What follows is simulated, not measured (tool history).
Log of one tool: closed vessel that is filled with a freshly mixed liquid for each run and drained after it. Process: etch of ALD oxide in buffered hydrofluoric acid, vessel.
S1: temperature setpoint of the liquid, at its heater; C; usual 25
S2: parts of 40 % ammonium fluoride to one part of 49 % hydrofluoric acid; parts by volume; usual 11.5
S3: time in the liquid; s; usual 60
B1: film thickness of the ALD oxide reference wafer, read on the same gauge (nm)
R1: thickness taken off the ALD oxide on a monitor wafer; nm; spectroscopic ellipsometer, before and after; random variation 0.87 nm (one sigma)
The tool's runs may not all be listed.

run,hour,S1,S2,S3,B1,R1
1,0,22,13.5,60,130.01,90.6
2,70.2,25,8.5,60,130.01,163.32
3,133.4,25,8.5,60,129.98,162.24
4,182.9,25,8.5,60,129.97,161.87
5,269.9,25,11.5,60,129.99,125.2
6,336.9,25,11.5,60,130,122
# hour 384.5: hydrofluoric acid flow meter replaced
7,424.5,25,11.5,60,130.01,125.76
8,476,25,11.5,60,130.01,125.44
9,751.2,25,11.5,60,130,122.66
# hour 752.2: thermometer replaced
10,814.1,25,11.5,60,130.03,127.15
11,872.5,25,9,60,130.04,155.45
12,916.6,25,11.5,60,129.99,125.49
13,976.1,25,11.5,60,129.98,126.13
14,1081.6,22,11.5,60,129.99,106.01
# hour 1118: gauge calibrated
15,1189.4,28.5,8,70,130.01,240.77
# hour 1192.4: hydrofluoric acid flow meter replaced
16,1459.8,28,15,60,130.01,113.84
17,1542.5,20.5,15,80,129.99,100.72
18,1621.4,25,11.5,30,130.04,61.99
19,1664.8,20.5,14,60,130.01,79.66
20,1705.9,23,7.5,90,129.96,247.68
21,1790.9,28,13.5,95,129.99,197.75

The same runs without the tool's hidden state, with the same run-to-run variation:
The hidden state here: liquid colder than its thermometer reads (K); hydrofluoric acid flow below the setpoint (%); gauge reads high (%).
run,R1
1,93.03
2,168.81
3,168.46
4,168.63
5,130.87
6,128.09
7,128.91
8,129.07
9,128.46
10,130.07
11,158.43
12,129.2
13,130.39
14,110.4
15,253.3
16,117.51
17,104.67
18,64.68
19,83.43
20,260.56
21,208.59
